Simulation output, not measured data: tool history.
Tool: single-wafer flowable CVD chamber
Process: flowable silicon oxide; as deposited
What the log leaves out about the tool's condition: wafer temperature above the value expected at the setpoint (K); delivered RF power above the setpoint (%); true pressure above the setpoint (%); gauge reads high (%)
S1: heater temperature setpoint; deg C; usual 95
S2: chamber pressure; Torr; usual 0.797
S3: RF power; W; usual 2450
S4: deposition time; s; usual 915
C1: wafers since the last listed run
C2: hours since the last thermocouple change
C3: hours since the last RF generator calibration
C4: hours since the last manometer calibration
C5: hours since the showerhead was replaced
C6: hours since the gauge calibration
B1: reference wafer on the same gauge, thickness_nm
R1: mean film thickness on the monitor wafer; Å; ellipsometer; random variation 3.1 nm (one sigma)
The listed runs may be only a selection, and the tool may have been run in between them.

run	day	S1	S2	S3	S4	C1	C2	C3	C4	C5	C6	B1	R1
1	0.000	95	0.925	2640	915	0	1821.3	1790.1	1256.8	4286.0	942.4	746.901	7987.79
2	2.512	95	0.925	2640	915	99	1881.6	1850.4	1317.1	4346.3	1002.7	748.267	8025.02
3	3.992	95	0.925	2640	915	58	1917.1	1885.9	1352.6	4381.8	1038.2	750.075	8029.28
# day 5.454: showerhead replaced
4	5.883	95	0.797	2450	915	61	1962.5	1931.3	1398.0	10.3	1083.6	751.830	6946.34
5	7.371	95	0.797	2450	915	58	1998.2	1967.0	1433.7	46.0	1119.3	752.623	6933.06
6	10.312	100	0.797	2450	915	116	2068.8	2037.6	1504.3	116.6	1189.9	758.963	5781.17
# day 11.229: capacitance manometer re-zeroed and calibrated
7	11.338	100	0.797	2450	915	27	2093.4	2062.2	2.6	141.2	1214.5	759.213	5810.86
# day 12.704: gauge calibrated
8	13.671	95	0.797	2650	915	92	2149.4	2118.2	58.6	197.2	23.2	720.363	6701.11
9	14.762	95	0.797	2650	915	43	2175.6	2144.4	84.8	223.4	49.4	721.529	6720.43
10	17.629	95	0.797	2650	915	113	2244.4	2213.2	153.6	292.2	118.2	719.277	6732.29
11	19.896	95	0.797	2450	915	89	2298.8	2267.6	208.0	346.6	172.6	719.948	6618.89
12	22.025	95	0.610	2450	915	84	2349.9	2318.7	259.1	397.7	223.7	721.456	5119.87
13	23.454	95	0.797	2450	915	56	2384.2	2353.0	293.4	432.0	258.0	721.955	6615.19
14	24.838	101	0.797	2450	915	54	2417.4	2386.2	326.6	465.2	291.2	722.808	5337.98
15	26.396	95	0.797	2450	994	61	2454.8	2423.6	364.0	502.6	328.6	723.686	7206.27
16	28.775	95	0.797	2450	1027	94	2511.9	2480.7	421.1	559.7	385.7	724.047	7508.96
17	30.321	95	0.797	2835	764	61	2549.0	2517.8	458.2	596.8	422.8	724.990	5646.59
18	31.808	95	0.797	2450	915	58	2584.7	2553.5	493.9	632.5	458.5	724.178	6637.38
# day 33.212: thermocouple changed; heater temperature recalibrated
19	34.288	95	0.797	2450	915	84	25.8	2613.0	553.4	692.0	518.0	725.924	6675.81
# day 34.662: RF generator calibrated
20	36.300	103	0.609	2130	915	66	74.1	39.3	601.7	740.3	566.3	726.014	3702.97
21	38.588	95	0.797	2450	915	90	129.0	94.2	656.6	795.2	621.2	727.711	6703.31
22	41.512	84	0.797	2450	915	115	199.2	164.4	726.8	865.4	691.4	730.871	9958.37
23	43.275	95	0.797	2450	774	69	241.5	206.7	769.1	907.7	733.7	732.267	5687.67
24	44.767	80	0.797	2840	915	59	277.3	242.5	804.9	943.5	769.5	732.784	11451.80
25	45.767	95	0.797	2125	770	39	301.3	266.5	828.9	967.5	793.5	733.704	5526.36
26	48.108	86	0.660	2450	915	92	357.5	322.7	885.1	1023.7	849.7	736.489	7762.97
27	49.992	90	0.673	2450	915	74	402.7	367.9	930.3	1068.9	894.9	737.894	6922.02

Hidden state or all else? Some run-to-run changes of R1, split into what the settings, what came in and random variation would give without the hidden state, and what is left for the hidden state (with any gauge scatter that isn't in both results):
Run 7 -> 8: S1 100 -> 95, S3 2450 -> 2650, gauge calibrated. R1 +890.25 Å: hidden state -298.90, all else +1189.15.
Run 23 -> 24: S1 95 -> 80, S3 2450 -> 2840, S4 774 -> 915. R1 +5764.13 Å: hidden state +114.75, all else +5649.38.
Run 24 -> 25: S1 80 -> 95, S3 2840 -> 2125, S4 915 -> 770. R1 -5925.44 Å: hidden state -102.03, all else -5823.41.
